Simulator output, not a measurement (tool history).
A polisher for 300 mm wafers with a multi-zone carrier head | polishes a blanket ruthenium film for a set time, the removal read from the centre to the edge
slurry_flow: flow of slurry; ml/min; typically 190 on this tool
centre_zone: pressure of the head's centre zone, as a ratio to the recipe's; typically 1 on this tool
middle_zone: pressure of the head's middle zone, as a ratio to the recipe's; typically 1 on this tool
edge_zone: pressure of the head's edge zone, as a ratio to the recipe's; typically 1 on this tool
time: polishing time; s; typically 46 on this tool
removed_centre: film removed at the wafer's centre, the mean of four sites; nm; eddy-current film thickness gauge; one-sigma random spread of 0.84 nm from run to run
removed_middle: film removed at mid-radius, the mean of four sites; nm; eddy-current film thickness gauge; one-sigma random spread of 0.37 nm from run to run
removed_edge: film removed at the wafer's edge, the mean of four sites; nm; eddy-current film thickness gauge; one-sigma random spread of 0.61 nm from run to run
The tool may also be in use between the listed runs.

run   hour  slurry_flow  centre_zone  middle_zone  edge_zone  time  wafers since the last listed run  wafers polished on this pad  hours since the slurry nozzle was cleaned  hours since the centre zone pressure was calibrated  hours since the edge zone pressure was calibrated  hours since the carrier head's membrane was replaced  incoming thickness of the incoming film, nm  removed_centre  removed_middle  removed_edge
  1      0          190            1            1          1    46                                 0                         2579                                       87.4                                                866.7                                              801.8                                                 561.4                                          361            47.8            55.7          56.9
  2   42.5          190            1            1          1    46                               526                         3106                                      129.9                                                909.2                                              844.3                                                 603.9                                        356.7              47              56          56.3
      78.8  -- worn pad replaced by a new one
      80.4  -- centre zone pressure recalibrated
  3  101.6          190            1            1          1    46                               662                          262                                        189                                                 21.2                                              903.4                                                   663                                        360.7            56.8            54.8          56.2
  4  167.2          215            1            1          1    38                               812                         1075                                      254.6                                                 86.8                                                969                                                 728.6                                        357.9            46.4            45.5          46.3
  5  193.5          215            1            1          1    38                               325                         1400                                      280.9                                                113.1                                              995.3                                                 754.9                                        354.6            45.1            45.7          46.2
  6  250.8          215            1            1          1    38                               709                         2110                                      338.2                                                170.4                                             1052.6                                                 812.2                                        363.1              45            44.2          46.5
  7  296.6          145            1         0.95          1    41                               567                         2677                                        384                                                216.2                                             1098.4                                                   858                                        363.8            40.9            39.6          44.6
     365.2  -- slurry nozzle cleaned
     372.1  -- edge zone pressure recalibrated
  8    419          190            1         0.95       0.94    57                              1478                         4155                                       53.8                                                338.6                                               46.9                                                 980.4                                        354.1            66.2            65.7          67.8
     434.2  -- worn pad replaced by a new one
  9  466.3          190            1            1          1    46                               536                          396                                      101.1                                                385.9                                               94.2                                                1027.7                                        353.4            52.4            55.1          57.2
 10  497.1          225         1.08         0.95       0.89    46                               381                          778                                      131.9                                                416.7                                                125                                                1058.5                                        362.4            60.7            55.2            54
 11  536.3          190            1            1       0.94    46                               485                         1263                                      171.1                                                455.9                                              164.2                                                1097.7                                          366            51.5            54.6          54.5
 12  602.1          190            1            1       1.06    46                               814                         2078                                      236.9                                                521.7                                                230                                                1163.5                                        357.3            50.9            53.8          56.9
 13  638.2          190            1          1.1       0.92    38                               446                         2525                                        273                                                557.8                                              266.1                                                1199.6                                        362.7            42.2              48          42.9
     669.2  -- carrier head's membrane replaced by a new one
 14  704.1          190            1         0.93          1    46                               754                         3279                                      338.9                                                623.7                                                332                                                  34.9                                        357.6            47.4            48.8            53
 15  765.6          190            1         0.97          1    46                               761                         4040                                      400.4                                                685.2                                              393.5                                                  96.4                                        357.3            44.5            47.7          51.2
     785.9  -- slurry nozzle cleaned
     788.5  -- worn pad replaced by a new one
 16  791.8          190         1.04         1.07          1    59                               279                           40                                        5.9                                                711.4                                              419.7                                                 122.6                                        359.4            68.2            76.5          73.5
     807.1  -- centre zone pressure recalibrated
 17  819.3          190         0.96         1.09          1    57                               315                          356                                       33.4                                                 12.2                                              447.2                                                 150.1                                        363.3              66            75.1          72.1
 18  881.2          190          1.1            1          1    46                               766                         1122                                       95.3                                                 74.1                                              509.1                                                   212                                        359.8            62.2            55.7          57.1

Run 19 comes next. What will it give?
 19   918          240         0.92         1.03          1    39                               455                         1578                                      132.1                                                110.9                                              545.9                                                 248.8                                        365.9               ?               ?             ?

Logged for run 19: removed_centre 44 nm, removed_middle 50 nm, removed_edge 49.1 nm.
On a tool with no hidden condition, and with the same random variation, this run would have come out at removed_centre 45.2 nm, removed_middle 50.4 nm, removed_edge 49.4 nm.

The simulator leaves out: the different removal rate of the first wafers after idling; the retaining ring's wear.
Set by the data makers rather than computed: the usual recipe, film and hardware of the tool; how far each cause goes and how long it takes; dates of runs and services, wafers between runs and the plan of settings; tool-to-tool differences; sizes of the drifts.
